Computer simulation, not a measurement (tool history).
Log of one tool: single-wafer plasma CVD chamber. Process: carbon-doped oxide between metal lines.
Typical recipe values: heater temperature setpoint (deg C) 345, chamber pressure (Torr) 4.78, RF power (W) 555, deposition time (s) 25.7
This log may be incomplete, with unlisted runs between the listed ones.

run    day  heater temperature setpoint (deg C)  chamber pressure (Torr)  RF power (W)  deposition time (s)  wafers since the last listed run  hours since the last thermocouple change  hours since the last RF generator calibration  hours since the last manometer calibration  hours since the showerhead was replaced  hours since the gauge calibration  read-back reference wafer on the same gauge, thickness_nm  mean film thickness on the monitor wafer (Å)
  1      0                                  345                     4.78           525                 25.7                                 0                                    2415.3                                          785.7                                      2019.6                                   4821.5                              504.1                                                    125.085                                       1444.61
  2  0.654                                  340                     5.29           555                 25.7                               588                                      2431                                          801.4                                      2035.3                                   4837.2                              519.8                                                    125.174                                       1501.69
  3  1.212                                  345                     4.78           555                 25.7                               502                                    2444.4                                          814.8                                      2048.7                                   4850.6                              533.2                                                    125.252                                       1465.78
  4  1.646                                  345                     4.78           555                 25.7                               390                                    2454.8                                          825.2                                      2059.1                                     4861                              543.6                                                    124.942                                       1466.31
  5  1.921                                  345                     4.78           555                 25.7                               247                                    2461.4                                          831.8                                      2065.7                                   4867.6                              550.2                                                     124.79                                       1461.27
  6  2.171                                  345                     4.78           555                 25.7                               225                                    2467.4                                          837.8                                      2071.7                                   4873.6                              556.2                                                    124.911                                       1462.25
     2.638  -- RF generator calibrated
  7  2.658                                  356                      5.8           655                 25.7                               138                                    2479.1                                            0.5                                      2083.4                                   4885.3                              567.9                                                    124.968                                       1566.19
  8  3.192                                  350                     5.17           555                 28.2                               480                                    2491.9                                           13.3                                      2096.2                                   4898.1                              580.7                                                    125.114                                       1625.66
  9  3.654                                  350                     4.78           555                 30.6                               416                                      2503                                           24.4                                      2107.3                                   4909.2                              591.8                                                    125.096                                       1756.01
 10  3.992                                  345                     4.78           555                 25.7                               303                                    2511.1                                           32.5                                      2115.4                                   4917.3                              599.9                                                    124.999                                       1491.39
     4.167  -- gauge calibrated
 11  4.542                                  336                     4.78           555                 25.7                               495                                    2524.3                                           45.7                                      2128.6                                   4930.5                                  9                                                    125.115                                        1527.3
     5.533  -- showerhead replaced
 12  5.554                                  331                     3.84           470                 25.7                               611                                    2548.6                                             70                                      2152.9                                      0.5                               33.3                                                    124.973                                        1445.5
 13  5.921                                  345                     4.78           555                 25.7                               330                                    2557.4                                           78.8                                      2161.7                                      9.3                               42.1                                                    125.121                                       1493.84
 14    6.6                                  345                     4.78           555                 25.7                               611                                    2573.7                                           95.1                                        2178                                     25.6                               58.4                                                    125.217                                       1494.27
 15  7.071                                  345                     4.78           470                 25.7                               423                                      2585                                          106.4                                      2189.3                                     36.9                               69.7                                                     124.98                                       1412.96
 16  7.704                                  358                     4.34           555                 25.7                               570                                    2600.2                                          121.6                                      2204.5                                     52.1                               84.9                                                     124.84                                       1427.58
 17  8.012                                  345                     4.78           555                 25.7                               277                                    2607.6                                            129                                      2211.9                                     59.5                               92.3                                                    124.883                                       1480.56

The next listed run, before its measurement:
 18  8.275                                  345                     4.78           555                 20.8                               236                                    2613.9                                          135.3                                      2218.2                                     65.8                               98.6                                                          ?                                             ?

{"run 18": {"read-back reference wafer on the same gauge, thickness_nm": 125.237, "mean film thickness on the monitor wafer (Å)": 1208.47}}
On a tool with no hidden condition, and with the same random variation, this run would have come out at mean film thickness on the monitor wafer (Å) 1210.52.

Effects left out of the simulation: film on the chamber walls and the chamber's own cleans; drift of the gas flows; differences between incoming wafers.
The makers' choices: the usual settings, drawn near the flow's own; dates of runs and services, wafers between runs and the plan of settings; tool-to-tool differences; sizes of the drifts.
